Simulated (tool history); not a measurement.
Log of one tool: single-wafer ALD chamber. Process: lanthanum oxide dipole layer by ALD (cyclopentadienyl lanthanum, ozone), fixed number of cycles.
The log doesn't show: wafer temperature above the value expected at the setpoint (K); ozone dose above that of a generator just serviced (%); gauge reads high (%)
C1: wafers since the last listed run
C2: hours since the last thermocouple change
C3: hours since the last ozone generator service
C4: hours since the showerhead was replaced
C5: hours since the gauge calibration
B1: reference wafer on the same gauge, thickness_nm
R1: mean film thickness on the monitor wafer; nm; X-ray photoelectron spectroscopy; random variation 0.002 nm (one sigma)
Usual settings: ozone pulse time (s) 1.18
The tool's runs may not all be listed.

run 1 hour=0.0 | ozone_pulse_time_(s)=1.18 | C1=0 C2=475.1 C3=1180.9 C4=5859.9 C5=68.1 | B1=0.548 | R1=0.502
run 2 hour=33.5 | ozone_pulse_time_(s)=1.18 | C1=365 C2=508.6 C3=1214.4 C4=5893.4 C5=101.6 | B1=0.547 | R1=0.498
run 3 hour=47.9 | ozone_pulse_time_(s)=1.18 | C1=156 C2=523.0 C3=1228.8 C4=5907.8 C5=116.0 | B1=0.547 | R1=0.494
run 4 hour=78.5 | ozone_pulse_time_(s)=1.49 | C1=333 C2=553.6 C3=1259.4 C4=5938.4 C5=146.6 | B1=0.547 | R1=0.531
run 5 hour=107.4 | ozone_pulse_time_(s)=1.51 | C1=314 C2=582.5 C3=1288.3 C4=5967.3 C5=175.5 | B1=0.548 | R1=0.531
run 6 hour=143.3 | ozone_pulse_time_(s)=1.51 | C1=391 C2=618.4 C3=1324.2 C4=6003.2 C5=211.4 | B1=0.547 | R1=0.529
run 7 hour=171.7 | ozone_pulse_time_(s)=1.51 | C1=309 C2=646.8 C3=1352.6 C4=6031.6 C5=239.8 | B1=0.547 | R1=0.527
run 8 hour=197.6 | ozone_pulse_time_(s)=1.18 | C1=282 C2=672.7 C3=1378.5 C4=6057.5 C5=265.7 | B1=0.547 | R1=0.495
run 9 hour=288.8 | ozone_pulse_time_(s)=0.81 | C1=993 C2=763.9 C3=1469.7 C4=6148.7 C5=356.9 | B1=0.547 | R1=0.421
run 10 hour=314.2 | ozone_pulse_time_(s)=0.81 | C1=276 C2=789.3 C3=1495.1 C4=6174.1 C5=382.3 | B1=0.548 | R1=0.421
run 11 hour=350.0 | ozone_pulse_time_(s)=0.93 | C1=390 C2=825.1 C3=1530.9 C4=6209.9 C5=418.1 | B1=0.548 | R1=0.448
run 12 hour=374.5 | ozone_pulse_time_(s)=1.18 | C1=266 C2=849.6 C3=1555.4 C4=6234.4 C5=442.6 | B1=0.547 | R1=0.488
run 13 hour=394.3 | ozone_pulse_time_(s)=1.18 | C1=215 C2=869.4 C3=1575.2 C4=6254.2 C5=462.4 | B1=0.548 | R1=0.485
run 14 hour=419.0 | ozone_pulse_time_(s)=0.81 | C1=269 C2=894.1 C3=1599.9 C4=6278.9 C5=487.1 | B1=0.546 | R1=0.416
run 15 hour=453.7 | ozone_pulse_time_(s)=1.02 | C1=378 C2=928.8 C3=1634.6 C4=6313.6 C5=521.8 | B1=0.547 | R1=0.459
-- hour=462.3 thermocouple changed; heater temperature recalibrated
-- hour=484.7 gauge calibrated
run 16 hour=486.0 | ozone_pulse_time_(s)=0.85 | C1=264 C2=23.7 C3=1666.9 C4=6345.9 C5=1.3 | B1=0.547 | R1=0.422

The next listed run, before its measurement:
-- hour=503.5 showerhead replaced
run 17 hour=513.1 | ozone_pulse_time_(s)=0.97 | C1=208 C2=50.8 C3=1694.0 C4=9.6 C5=28.4 | B1=? | R1=?

B1: 0.548
R1: 0.443 nm
Without the tool's hidden state the same run would have given R1 0.486 nm.
